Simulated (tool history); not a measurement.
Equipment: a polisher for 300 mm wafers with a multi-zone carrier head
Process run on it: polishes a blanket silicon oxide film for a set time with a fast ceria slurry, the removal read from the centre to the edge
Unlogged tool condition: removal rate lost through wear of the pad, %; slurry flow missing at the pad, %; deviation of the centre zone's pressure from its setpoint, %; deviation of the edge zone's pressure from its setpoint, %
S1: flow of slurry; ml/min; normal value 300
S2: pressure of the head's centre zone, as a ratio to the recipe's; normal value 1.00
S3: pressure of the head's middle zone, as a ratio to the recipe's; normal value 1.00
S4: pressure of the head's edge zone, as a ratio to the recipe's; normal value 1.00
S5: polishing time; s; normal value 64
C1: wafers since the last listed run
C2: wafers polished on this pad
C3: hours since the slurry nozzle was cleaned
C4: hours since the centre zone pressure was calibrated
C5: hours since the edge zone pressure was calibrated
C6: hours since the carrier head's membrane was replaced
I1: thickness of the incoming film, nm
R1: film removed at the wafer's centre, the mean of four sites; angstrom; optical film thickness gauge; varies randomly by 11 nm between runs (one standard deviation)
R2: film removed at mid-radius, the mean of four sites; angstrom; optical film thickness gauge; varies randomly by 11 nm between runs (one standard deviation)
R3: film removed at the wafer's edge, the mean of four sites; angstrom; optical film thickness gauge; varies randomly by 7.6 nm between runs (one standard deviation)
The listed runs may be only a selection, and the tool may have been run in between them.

run 1 day=0.000 | S1=300 S2=1.00 S3=1.00 S4=1.00 S5=64 | C1=0 C2=200 C3=527.2 C4=479.1 C5=707.8 C6=1664.7 | I1=3293.3 | R1=7876 R2=8221 R3=7885
run 2 day=0.383 | S1=300 S2=1.00 S3=1.00 S4=1.00 S5=64 | C1=106 C2=306 C3=536.4 C4=488.3 C5=717.0 C6=1673.9 | I1=3383.9 | R1=7857 R2=8105 R3=7977
run 3 day=0.988 | S1=300 S2=1.00 S3=1.00 S4=1.00 S5=64 | C1=168 C2=474 C3=550.9 C4=502.8 C5=731.5 C6=1688.4 | I1=3367.4 | R1=7887 R2=7783 R3=7948
run 4 day=1.646 | S1=300 S2=1.00 S3=1.00 S4=1.00 S5=56 | C1=183 C2=658 C3=566.7 C4=518.6 C5=747.3 C6=1704.2 | I1=3332.0 | R1=6806 R2=7110 R3=6923
run 5 day=2.346 | S1=300 S2=1.00 S3=1.00 S4=1.00 S5=56 | C1=194 C2=852 C3=583.5 C4=535.4 C5=764.1 C6=1721.0 | I1=3302.4 | R1=6847 R2=6973 R3=6760
-- day=2.625 edge zone pressure recalibrated
-- day=2.629 worn pad replaced by a new one
run 6 day=2.896 | S1=300 S2=1.00 S3=1.00 S4=1.00 S5=64 | C1=128 C2=74 C3=596.7 C4=548.6 C5=6.5 C6=1734.2 | I1=3337.0 | R1=7905 R2=8008 R3=7809
run 7 day=3.229 | S1=300 S2=1.00 S3=1.00 S4=1.00 S5=64 | C1=92 C2=166 C3=604.7 C4=556.6 C5=14.5 C6=1742.2 | I1=3334.3 | R1=7860 R2=7986 R3=7853
run 8 day=3.883 | S1=220 S2=1.00 S3=1.00 S4=1.09 S5=75 | C1=181 C2=348 C3=620.4 C4=572.3 C5=30.2 C6=1757.9 | I1=3320.0 | R1=8822 R2=8898 R3=9580
run 9 day=4.442 | S1=335 S2=1.00 S3=1.00 S4=1.00 S5=64 | C1=155 C2=504 C3=633.8 C4=585.7 C5=43.6 C6=1771.3 | I1=3259.0 | R1=8163 R2=8052 R3=7831
run 10 day=4.821 | S1=300 S2=0.93 S3=1.06 S4=1.00 S5=64 | C1=105 C2=609 C3=642.9 C4=594.8 C5=52.7 C6=1780.4 | I1=3346.6 | R1=7434 R2=8443 R3=7821
run 11 day=5.300 | S1=405 S2=1.00 S3=1.00 S4=1.00 S5=53 | C1=133 C2=742 C3=654.4 C4=606.3 C5=64.2 C6=1791.9 | I1=3313.5 | R1=6680 R2=6942 R3=6710
-- day=5.962 worn pad replaced by a new one
run 12 day=5.983 | S1=300 S2=0.95 S3=1.07 S4=1.00 S5=64 | C1=143 C2=6 C3=670.8 C4=622.7 C5=80.6 C6=1808.3 | I1=3275.8 | R1=7381 R2=8566 R3=7706
run 13 day=6.329 | S1=355 S2=1.10 S3=0.95 S4=1.00 S5=64 | C1=96 C2=102 C3=679.1 C4=631.0 C5=88.9 C6=1816.6 | I1=3315.4 | R1=8838 R2=8016 R3=8029
-- day=6.654 carrier head's membrane replaced by a new one
-- day=6.892 centre zone pressure recalibrated
run 14 day=6.996 | S1=250 S2=0.88 S3=0.89 S4=1.00 S5=64 | C1=104 C2=206 C3=695.1 C4=2.5 C5=104.9 C6=8.2 | I1=3304.4 | R1=6938 R2=7087 R3=7605
run 15 day=7.558 | S1=300 S2=1.00 S3=1.00 S4=1.00 S5=64 | C1=156 C2=362 C3=708.6 C4=16.0 C5=118.4 C6=21.7 | I1=3306.7 | R1=7969 R2=8239 R3=7785
-- day=7.608 slurry nozzle cleaned
run 16 day=8.046 | S1=300 S2=1.00 S3=1.00 S4=1.00 S5=64 | C1=123 C2=486 C3=10.5 C4=27.7 C5=130.1 C6=33.4 | I1=3379.6 | R1=8081 R2=8115 R3=8011
-- day=9.704 worn pad replaced by a new one
run 17 day=9.725 | S1=245 S2=0.92 S3=1.00 S4=1.00 S5=64 | C1=420 C2=5 C3=50.8 C4=68.0 C5=170.4 C6=73.7 | I1=3363.4 | R1=6998 R2=7851 R3=7719
run 18 day=9.904 | S1=300 S2=1.00 S3=1.00 S4=1.00 S5=64 | C1=49 C2=55 C3=55.1 C4=72.3 C5=174.7 C6=78.0 | I1=3347.8 | R1=7981 R2=8111 R3=7818
run 19 day=10.479 | S1=375 S2=1.00 S3=1.05 S4=1.05 S5=64 | C1=159 C2=215 C3=68.9 C4=86.1 C5=188.5 C6=91.8 | I1=3328.3 | R1=7999 R2=8555 R3=8234
run 20 day=10.804 | S1=300 S2=1.00 S3=0.91 S4=1.10 S5=64 | C1=90 C2=305 C3=76.7 C4=93.9 C5=196.3 C6=99.6 | I1=3271.0 | R1=7892 R2=7367 R3=8236
run 21 day=11.238 | S1=300 S2=0.96 S3=1.00 S4=1.07 S5=82 | C1=120 C2=426 C3=87.1 C4=104.3 C5=206.7 C6=110.0 | I1=3339.1 | R1=9881 R2=10631 R3=10485

How the hidden state differs across the entries between the runs, from the last listed run before each to the first after it:
Runs 5 to 6: edge zone pressure recalibrated (day 2.625); worn pad replaced by a new one (day 2.629)
  no hidden state differs between the two runs
Runs 11 to 12: worn pad replaced by a new one (day 5.962)
  no hidden state differs between the two runs
Runs 13 to 14: carrier head's membrane replaced by a new one (day 6.654); centre zone pressure recalibrated (day 6.892)
  no hidden state differs between the two runs
Runs 15 to 16: slurry nozzle cleaned (day 7.608)
  no hidden state differs between the two runs
Runs 16 to 17: worn pad replaced by a new one (day 9.704)
  no hidden state differs between the two runs
